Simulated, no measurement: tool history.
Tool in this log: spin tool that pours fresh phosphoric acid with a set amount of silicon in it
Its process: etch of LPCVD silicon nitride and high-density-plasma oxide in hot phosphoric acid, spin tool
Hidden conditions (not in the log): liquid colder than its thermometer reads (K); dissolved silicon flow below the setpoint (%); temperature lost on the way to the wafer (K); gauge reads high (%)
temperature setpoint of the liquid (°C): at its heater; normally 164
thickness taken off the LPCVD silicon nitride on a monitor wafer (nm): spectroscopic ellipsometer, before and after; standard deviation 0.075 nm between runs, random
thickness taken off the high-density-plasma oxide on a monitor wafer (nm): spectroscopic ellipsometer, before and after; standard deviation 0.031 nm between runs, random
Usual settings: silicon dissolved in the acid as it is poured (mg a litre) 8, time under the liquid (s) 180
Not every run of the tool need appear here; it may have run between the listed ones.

run	hour	temperature setpoint of the liquid (°C)	silicon dissolved in the acid as it is poured (mg a litre)	time under the liquid (s)	wafers since the last listed run	hours since the thermometer was replaced	hours since the dissolved silicon flow meter was replaced	hours since the heated supply line was repaired	hours since the gauge calibration	read-back film thickness of the LPCVD silicon nitride reference wafer, read on the same gauge (nm)	read-back film thickness of the high-density-plasma oxide reference wafer, read on the same gauge (nm)	thickness taken off the LPCVD silicon nitride on a monitor wafer (nm)	thickness taken off the high-density-plasma oxide on a monitor wafer (nm)
1	0	164	10	180	0	1362	2170.4	3684	273.8	59.94	119.999	15.83	0.319
# hour 4.8: gauge calibrated
2	15.5	163	11	180	109	1377.5	2185.9	3699.5	10.7	60.03	120.018	15.23	0.306
3	29.2	163	11	180	96	1391.2	2199.6	3713.2	24.4	60.04	119.982	15.16	0.297
4	38.3	163	11	180	64	1400.3	2208.7	3722.3	33.5	60.04	119.977	15.21	0.314
5	54.5	162	8	285	114	1416.5	2224.9	3738.5	49.7	60.03	119.995	23.28	0.46
6	71	162.5	2	180	116	1433	2241.4	3755	66.2	60.01	119.946	14.96	0.324
7	81.2	164	8	180	71	1443.2	2251.6	3765.2	76.4	60.01	120.004	15.69	0.32
8	92	166	8	95	76	1454	2262.4	3776	87.2	59.97	120.019	8.83	0.203
9	100	164	4	100	56	1462	2270.4	3784	95.2	60.02	120.005	8.73	0.209
10	109.7	165	8	255	68	1471.7	2280.1	3793.7	104.9	59.96	120.009	23.11	0.5
11	118.4	161	8	265	61	1480.4	2288.8	3802.4	113.6	59.98	119.999	20.71	0.361
# hour 119.5: dissolved silicon flow meter replaced
12	136.2	162.5	3	225	118	1498.2	16.7	3820.2	131.4	59.99	119.971	18.66	0.387
# hour 142.6: thermometer replaced
13	144	164	8	240	47	1.4	24.5	3828	139.2	60.06	120.02	20.94	0.405
# hour 145.8: heated supply line repaired
14	178.7	161.5	13	250	237	36.1	59.2	32.9	173.9	60	120.026	23.23	0.427
15	192.1	164	8	180	94	49.5	72.6	46.3	187.3	60	119.96	18.14	0.467
16	199.7	164	4	180	53	57.1	80.2	53.9	194.9	60.01	120.039	18.14	0.537
17	213.6	165	4.5	245	97	71	94.1	67.8	208.8	60.03	120.011	25.27	0.697
18	228.8	164	8	180	107	86.2	109.3	83	224	60.03	119.983	18.13	0.461
19	240.4	165	8	255	81	97.8	120.9	94.6	235.6	60	120.022	26.55	0.698
20	249	164	14	180	60	106.4	129.5	103.2	244.2	60.01	120.012	18.2	0.379

Branching from run 20: 5 alternative next runs. What would each branch give?
A	249.5	164	8	180	3	106.9	130	103.7	244.7	?	?	?	?
B	249.5	164	8	270	3	106.9	130	103.7	244.7	?	?	?	?
C	249.5	162.5	14	180	3	106.9	130	103.7	244.7	?	?	?	?
D	249.5	164	8	130	3	106.9	130	103.7	244.7	?	?	?	?
E	249.5	161	8	180	3	106.9	130	103.7	244.7	?	?	?	?

run	read-back film thickness of the LPCVD silicon nitride reference wafer, read on the same gauge (nm)	read-back film thickness of the high-density-plasma oxide reference wafer, read on the same gauge (nm)	thickness taken off the LPCVD silicon nitride on a monitor wafer (nm)	thickness taken off the high-density-plasma oxide on a monitor wafer (nm)
A	60.01	119.997	18.29	0.456
B	60.01	119.997	27.43	0.683
C	60.01	119.997	17.4	0.356
D	60.01	119.997	13.21	0.329
E	60.01	119.997	16.55	0.366
Take away the tool's hidden state, keep each run's random variation, and the runs would have read:
run	thickness taken off the LPCVD silicon nitride on a monitor wafer (nm)	thickness taken off the high-density-plasma oxide on a monitor wafer (nm)
A	18.46	0.465
B	27.68	0.697
C	17.56	0.364
D	13.33	0.336
E	16.71	0.373
